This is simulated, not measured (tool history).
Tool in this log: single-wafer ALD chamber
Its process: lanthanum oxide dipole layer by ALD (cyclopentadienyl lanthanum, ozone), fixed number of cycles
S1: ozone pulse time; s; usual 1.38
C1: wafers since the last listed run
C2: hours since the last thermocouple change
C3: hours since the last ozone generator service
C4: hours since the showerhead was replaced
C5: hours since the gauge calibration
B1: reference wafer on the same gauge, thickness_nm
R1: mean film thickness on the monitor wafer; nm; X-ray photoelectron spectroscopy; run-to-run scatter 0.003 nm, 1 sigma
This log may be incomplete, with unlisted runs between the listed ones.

run 1 hour=0 | S1=1.38 | C1=0 C2=2636.4 C3=1153.4 C4=2545.3 C5=292.9 | B1=0.579 | R1=0.508
run 2 hour=17 | S1=1.38 | C1=232 C2=2653.4 C3=1170.4 C4=2562.3 C5=309.9 | B1=0.58 | R1=0.507
run 3 hour=36 | S1=1.73 | C1=259 C2=2672.4 C3=1189.4 C4=2581.3 C5=328.9 | B1=0.579 | R1=0.518
run 4 hour=69.8 | S1=1.73 | C1=461 C2=2706.2 C3=1223.2 C4=2615.1 C5=362.7 | B1=0.58 | R1=0.519
run 5 hour=96.6 | S1=1.73 | C1=366 C2=2733 C3=1250 C4=2641.9 C5=389.5 | B1=0.581 | R1=0.524
run 6 hour=115.9 | S1=1.63 | C1=263 C2=2752.3 C3=1269.3 C4=2661.2 C5=408.8 | B1=0.579 | R1=0.515
run 7 hour=146.2 | S1=1.63 | C1=413 C2=2782.6 C3=1299.6 C4=2691.5 C5=439.1 | B1=0.579 | R1=0.514
run 8 hour=171 | S1=1.63 | C1=338 C2=2807.4 C3=1324.4 C4=2716.3 C5=463.9 | B1=0.58 | R1=0.509
-- hour=185.6 thermocouple changed; heater temperature recalibrated
run 9 hour=186.1 | S1=1.72 | C1=96 C2=0.5 C3=1339.5 C4=2731.4 C5=479 | B1=0.581 | R1=0.51
run 10 hour=202.2 | S1=1.5 | C1=219 C2=16.6 C3=1355.6 C4=2747.5 C5=495.1 | B1=0.58 | R1=0.502
run 11 hour=236.4 | S1=1.5 | C1=467 C2=50.8 C3=1389.8 C4=2781.7 C5=529.3 | B1=0.58 | R1=0.505
-- hour=249.1 gauge calibrated
run 12 hour=249.6 | S1=1.23 | C1=180 C2=64 C3=1403 C4=2794.9 C5=0.5 | B1=0.58 | R1=0.478
run 13 hour=266.2 | S1=1.91 | C1=226 C2=80.6 C3=1419.6 C4=2811.5 C5=17.1 | B1=0.58 | R1=0.518
run 14 hour=297.9 | S1=1.16 | C1=433 C2=112.3 C3=1451.3 C4=2843.2 C5=48.8 | B1=0.58 | R1=0.468
run 15 hour=324.3 | S1=1.38 | C1=360 C2=138.7 C3=1477.7 C4=2869.6 C5=75.2 | B1=0.58 | R1=0.486
run 16 hour=339.5 | S1=1.38 | C1=207 C2=153.9 C3=1492.9 C4=2884.8 C5=90.4 | B1=0.58 | R1=0.487
-- hour=351 showerhead replaced
run 17 hour=368.8 | S1=0.88 | C1=290 C2=183.2 C3=1522.2 C4=17.8 C5=119.7 | B1=0.58 | R1=0.425
run 18 hour=395.2 | S1=1.67 | C1=360 C2=209.6 C3=1548.6 C4=44.2 C5=146.1 | B1=0.58 | R1=0.504
run 19 hour=420.6 | S1=1.64 | C1=347 C2=235 C3=1574 C4=69.6 C5=171.5 | B1=0.58 | R1=0.498
run 20 hour=438.2 | S1=1.86 | C1=240 C2=252.6 C3=1591.6 C4=87.2 C5=189.1 | B1=0.58 | R1=0.511
-- hour=447.1 ozone generator serviced
run 21 hour=454.1 | S1=1.2 | C1=107 C2=268.5 C3=7 C4=103.1 C5=205 | B1=0.58 | R1=0.511
run 22 hour=484.7 | S1=1.14 | C1=418 C2=299.1 C3=37.6 C4=133.7 C5=235.6 | B1=0.579 | R1=0.507
run 23 hour=514.5 | S1=1.38 | C1=407 C2=328.9 C3=67.4 C4=163.5 C5=265.4 | B1=0.579 | R1=0.52
run 24 hour=541.4 | S1=1.24 | C1=367 C2=355.8 C3=94.3 C4=190.4 C5=292.3 | B1=0.58 | R1=0.513
run 25 hour=574.3 | S1=1.18 | C1=449 C2=388.7 C3=127.2 C4=223.3 C5=325.2 | B1=0.579 | R1=0.502

Forecast each of these 4 alternatives for the next run:
run A hour=574.7 | S1=1.38 | C1=5 C2=389.1 C3=127.6 C4=223.7 C5=325.6 | B1=? | R1=?
run B hour=574.7 | S1=1.03 | C1=5 C2=389.1 C3=127.6 C4=223.7 C5=325.6 | B1=? | R1=?
run C hour=574.7 | S1=1.78 | C1=5 C2=389.1 C3=127.6 C4=223.7 C5=325.6 | B1=? | R1=?
run D hour=574.7 | S1=0.99 | C1=5 C2=389.1 C3=127.6 C4=223.7 C5=325.6 | B1=? | R1=?

run=A B1=0.58 R1=0.52
run=B B1=0.58 R1=0.492
run=C B1=0.58 R1=0.539
run=D B1=0.58 R1=0.488
Stripped of hidden state, with their random variation kept, the same runs would have yielded:
run=A R1=0.526
run=B R1=0.5
run=C R1=0.542
run=D R1=0.496
